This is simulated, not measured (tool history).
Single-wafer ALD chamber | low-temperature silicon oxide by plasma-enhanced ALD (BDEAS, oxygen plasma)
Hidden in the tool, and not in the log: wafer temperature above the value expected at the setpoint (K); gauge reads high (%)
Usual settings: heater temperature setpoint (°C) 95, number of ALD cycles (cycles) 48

| run | hour | heater temperature setpoint (°C) | number of ALD cycles (cycles) | wafers since the last listed run | hours since the last thermocouple change | hours since the gauge calibration | read-back reference wafer on the same gauge, thickness_nm | mean film thickness on the monitor wafer (angstrom) |
|---|---|---|---|---|---|---|---|---|
| 1 | 0 | 95 | 44 | 0 | 1380.9 | 169 | 6.802 | 62.25 |
| 2 | 40.3 | 95 | 44 | 233 | 1421.2 | 209.3 | 6.798 | 62.09 |
| 3 | 110.2 | 95 | 44 | 404 | 1491.1 | 279.2 | 6.802 | 62.3 |
| 4 | 152.5 | 95 | 48 | 244 | 1533.4 | 321.5 | 6.803 | 67.64 |
| 5 | 200.1 | 95 | 48 | 275 | 1581 | 369.1 | 6.798 | 67.92 |
| 6 | 239.7 | 86 | 48 | 229 | 1620.6 | 408.7 | 6.799 | 69.75 |
| 7 | 268.4 | 95 | 48 | 166 | 1649.3 | 437.4 | 6.8 | 68.03 |
| 8 | 300.9 | 103 | 41 | 188 | 1681.8 | 469.9 | 6.801 | 56.42 |
| 9 | 352.4 | 103 | 41 | 298 | 1733.3 | 521.4 | 6.798 | 56.52 |
| 10 | 404.8 | 95 | 48 | 303 | 1785.7 | 573.8 | 6.799 | 67.97 |
| 11 | 463.5 | 104 | 48 | 339 | 1844.4 | 632.5 | 6.802 | 65.69 |
| 12 | 489.1 | 104 | 48 | 148 | 1870 | 658.1 | 6.801 | 65.69 |
| 13 | 539.1 | 104 | 48 | 289 | 1920 | 708.1 | 6.8 | 66.11 |
| 14 | 566.3 | 95 | 48 | 157 | 1947.2 | 735.3 | 6.798 | 68.17 |
| 15 | 598.7 | 95 | 48 | 187 | 1979.6 | 767.7 | 6.802 | 68.1 |
| 16 | 652.7 | 95 | 48 | 312 | 2033.6 | 821.7 | 6.801 | 68 |
| 17 | 713.7 | 95 | 48 | 353 | 2094.6 | 882.7 | 6.793 | 68.01 |
| 18 | 767.5 | 95 | 48 | 311 | 2148.4 | 936.5 | 6.8 | 68.61 |
| 19 | 820.7 | 95 | 56 | 307 | 2201.6 | 989.7 | 6.797 | 79.66 |
| 20 | 853.7 | 83 | 55 | 191 | 2234.6 | 1022.7 | 6.798 | 81.85 |
| 21 | 885.6 | 100 | 45 | 184 | 2266.5 | 1054.6 | 6.8 | 63.18 |
| 22 | 918.9 | 105 | 54 | 192 | 2299.8 | 1087.9 | 6.797 | 74.35 |
| 23 | 976.6 | 100 | 41 | 333 | 2357.5 | 1145.6 | 6.8 | 57.54 |
| 24 | 1011.3 | 95 | 48 | 200 | 2392.2 | 1180.3 | 6.792 | 68.46 |
| 25 | 1077.8 | 88 | 53 | 384 | 2458.7 | 1246.8 | 6.801 | 77.72 |
| 26 | 1106.7 | 95 | 48 | 167 | 2487.6 | 1275.7 | 6.805 | 68.89 |
| 27 | 1132.6 | 105 | 42 | 149 | 2513.5 | 1301.6 | 6.798 | 58.25 |
|  | 1159.7 | gauge calibrated |
| 28 | 1176.1 | 101 | 52 | 251 | 2557 | 16.4 | 6.793 | 73.18 |
|  | 1209 | thermocouple changed; heater temperature recalibrated |
| 29 | 1233.4 | 106 | 48 | 285 | 24.4 | 73.7 | 6.805 | 65.13 |
| 30 | 1265 | 95 | 48 | 182 | 56 | 105.3 | 6.796 | 67 |
| 31 | 1291.8 | 80 | 48 | 155 | 82.8 | 132.1 | 6.8 | 70.67 |
| 32 | 1362.1 | 82 | 56 | 406 | 153.1 | 202.4 | 6.798 | 81.66 |
| 33 | 1389.6 | 82 | 39 | 159 | 180.6 | 229.9 | 6.795 | 57.31 |
| 34 | 1428.7 | 95 | 48 | 226 | 219.7 | 269 | 6.798 | 67.09 |
| 35 | 1466.6 | 95 | 48 | 219 | 257.6 | 306.9 | 6.799 | 67.11 |
| 36 | 1504.1 | 103 | 39 | 217 | 295.1 | 344.4 | 6.798 | 53.31 |
| 37 | 1580.9 | 95 | 48 | 444 | 371.9 | 421.2 | 6.8 | 67.11 |
| 38 | 1622 | 104 | 39 | 237 | 413 | 462.3 | 6.79 | 53.11 |

Hidden state at the last listed run before each entry between runs and at the first one after, where it differs:
Between runs 27 and 28: gauge calibrated (hour 1159.7)
  wafer temperature above the value expected at the setpoint (K): -6.95 -> -7.17
  measured less the result without the state, mean film thickness on the monitor wafer (angstrom): +0.93 -> +1.75
Between runs 28 and 29: thermocouple changed; heater temperature recalibrated (hour 1209)
  wafer temperature above the value expected at the setpoint (K): -7.17 -> -0.0713
  measured less the result without the state, mean film thickness on the monitor wafer (angstrom): +1.75 -> +0.01

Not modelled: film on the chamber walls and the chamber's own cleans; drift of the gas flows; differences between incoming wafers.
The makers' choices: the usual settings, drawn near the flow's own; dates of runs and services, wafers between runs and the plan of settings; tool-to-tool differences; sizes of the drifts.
